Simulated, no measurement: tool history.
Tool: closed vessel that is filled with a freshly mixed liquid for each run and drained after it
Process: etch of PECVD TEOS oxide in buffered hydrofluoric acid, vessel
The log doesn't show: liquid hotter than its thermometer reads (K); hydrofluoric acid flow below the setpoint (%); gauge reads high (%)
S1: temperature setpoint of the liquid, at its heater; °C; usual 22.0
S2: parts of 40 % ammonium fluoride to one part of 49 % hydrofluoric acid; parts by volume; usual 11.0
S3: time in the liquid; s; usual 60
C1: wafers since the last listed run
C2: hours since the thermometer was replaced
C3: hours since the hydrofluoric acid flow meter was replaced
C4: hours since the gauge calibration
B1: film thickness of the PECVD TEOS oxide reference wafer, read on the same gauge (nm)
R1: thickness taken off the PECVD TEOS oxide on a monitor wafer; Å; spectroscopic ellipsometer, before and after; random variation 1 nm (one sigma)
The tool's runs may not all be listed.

| run | hour | S1 | S2 | S3 | C1 | C2 | C3 | C4 | B1 | R1 |
|---|---|---|---|---|---|---|---|---|---|---|
| 1 | 0.0 | 22.0 | 11.0 | 60 | 0 | 2161.6 | 1532.6 | 990.5 | 99.99 | 1122.6 |
| 2 | 29.9 | 22.0 | 11.0 | 60 | 4282 | 2191.5 | 1562.5 | 1020.4 | 99.98 | 1101.8 |
| 3 | 55.9 | 22.0 | 11.0 | 60 | 3723 | 2217.5 | 1588.5 | 1046.4 | 99.99 | 1103.0 |
| 4 | 73.7 | 22.0 | 11.0 | 60 | 2549 | 2235.3 | 1606.3 | 1064.2 | 99.99 | 1110.2 |
|  | 139.0 | thermometer replaced |
| 5 | 180.8 | 19.0 | 11.0 | 60 | 15196 | 41.8 | 1713.4 | 1171.3 | 100.01 | 931.4 |
| 6 | 213.4 | 19.0 | 11.0 | 60 | 4669 | 74.4 | 1746.0 | 1203.9 | 100.01 | 950.5 |
| 7 | 241.3 | 19.0 | 11.0 | 60 | 3996 | 102.3 | 1773.9 | 1231.8 | 100.00 | 928.5 |
| 8 | 263.6 | 22.0 | 11.0 | 60 | 3194 | 124.6 | 1796.2 | 1254.1 | 99.99 | 1101.6 |
|  | 264.0 | gauge calibrated |
| 9 | 279.5 | 26.0 | 11.0 | 60 | 2277 | 140.5 | 1812.1 | 15.5 | 100.01 | 1394.2 |
| 10 | 298.0 | 22.0 | 11.0 | 60 | 2649 | 159.0 | 1830.6 | 34.0 | 100.00 | 1119.6 |
| 11 | 322.0 | 22.0 | 11.0 | 60 | 3437 | 183.0 | 1854.6 | 58.0 | 99.99 | 1092.7 |
|  | 334.5 | hydrofluoric acid flow meter replaced |
| 12 | 335.7 | 22.0 | 11.0 | 60 | 1819 | 196.7 | 1.2 | 71.7 | 99.98 | 1123.3 |
| 13 | 350.8 | 22.0 | 11.0 | 60 | 2162 | 211.8 | 16.3 | 86.8 | 100.01 | 1113.4 |
| 14 | 363.6 | 20.0 | 14.0 | 60 | 1833 | 224.6 | 29.1 | 99.6 | 99.99 | 787.6 |
| 15 | 398.1 | 20.0 | 9.0 | 90 | 4941 | 259.1 | 63.6 | 134.1 | 100.00 | 1763.5 |
| 16 | 427.6 | 22.0 | 11.0 | 50 | 4225 | 288.6 | 93.1 | 163.6 | 100.02 | 929.5 |
| 17 | 440.3 | 19.0 | 11.0 | 95 | 1819 | 301.3 | 105.8 | 176.3 | 100.00 | 1480.4 |
| 18 | 470.9 | 27.0 | 11.0 | 60 | 4382 | 331.9 | 136.4 | 206.9 | 100.01 | 1489.1 |
| 19 | 517.5 | 19.0 | 9.5 | 80 | 6674 | 378.5 | 183.0 | 253.5 | 100.02 | 1409.5 |
| 20 | 603.0 | 25.0 | 12.5 | 60 | 12246 | 464.0 | 268.5 | 339.0 | 99.99 | 1155.9 |
| 21 | 621.5 | 22.0 | 12.5 | 60 | 2649 | 482.5 | 287.0 | 357.5 | 100.01 | 986.0 |
| 22 | 723.6 | 18.5 | 11.0 | 80 | 14623 | 584.6 | 389.1 | 459.6 | 100.01 | 1195.8 |
| 23 | 749.1 | 25.0 | 9.0 | 40 | 3652 | 610.1 | 414.6 | 485.1 | 100.02 | 1029.4 |
| 24 | 773.0 | 19.5 | 11.0 | 60 | 3423 | 634.0 | 438.5 | 509.0 | 99.99 | 965.8 |
| 25 | 787.0 | 25.5 | 11.0 | 60 | 2005 | 648.0 | 452.5 | 523.0 | 100.01 | 1353.2 |
| 26 | 817.3 | 17.5 | 9.0 | 60 | 4339 | 678.3 | 482.8 | 553.3 | 100.00 | 1021.3 |
| 27 | 840.1 | 22.0 | 11.0 | 60 | 3265 | 701.1 | 505.6 | 576.1 | 99.99 | 1100.5 |
| 28 | 874.7 | 17.5 | 8.5 | 60 | 4955 | 735.7 | 540.2 | 610.7 | 100.00 | 1067.4 |
| 29 | 902.8 | 20.5 | 7.0 | 85 | 4024 | 763.8 | 568.3 | 638.8 | 100.00 | 2253.2 |
| 30 | 937.4 | 22.0 | 11.0 | 60 | 4955 | 798.4 | 602.9 | 673.4 | 99.99 | 1124.6 |
| 31 | 965.1 | 18.5 | 11.0 | 80 | 3967 | 826.1 | 630.6 | 701.1 | 99.99 | 1209.0 |
| 32 | 988.0 | 25.5 | 6.5 | 60 | 3279 | 849.0 | 653.5 | 724.0 | 100.02 | 2223.3 |
| 33 | 1004.1 | 22.0 | 10.0 | 60 | 2305 | 865.1 | 669.6 | 740.1 | 99.99 | 1213.5 |

Forecast each of these 4 alternatives for the next run:
| A | 1004.8 | 22.0 | 8.0 | 60 | 100 | 865.8 | 670.3 | 740.8 | ? | ? |
| B | 1004.8 | 22.0 | 11.0 | 30 | 100 | 865.8 | 670.3 | 740.8 | ? | ? |
| C | 1004.8 | 26.5 | 13.0 | 40 | 100 | 865.8 | 670.3 | 740.8 | ? | ? |
| D | 1004.8 | 18.0 | 11.0 | 80 | 100 | 865.8 | 670.3 | 740.8 | ? | ? |

| run | B1 | R1 |
|---|---|---|
| A | 100.00 | 1459.1 |
| B | 100.00 | 547.6 |
| C | 100.00 | 792.4 |
| D | 100.00 | 1167.1 |
Without the tool's hidden state the same runs would have given:
| run | R1 |
|---|---|
| A | 1459.1 |
| B | 547.6 |
| C | 792.4 |
| D | 1167.1 |
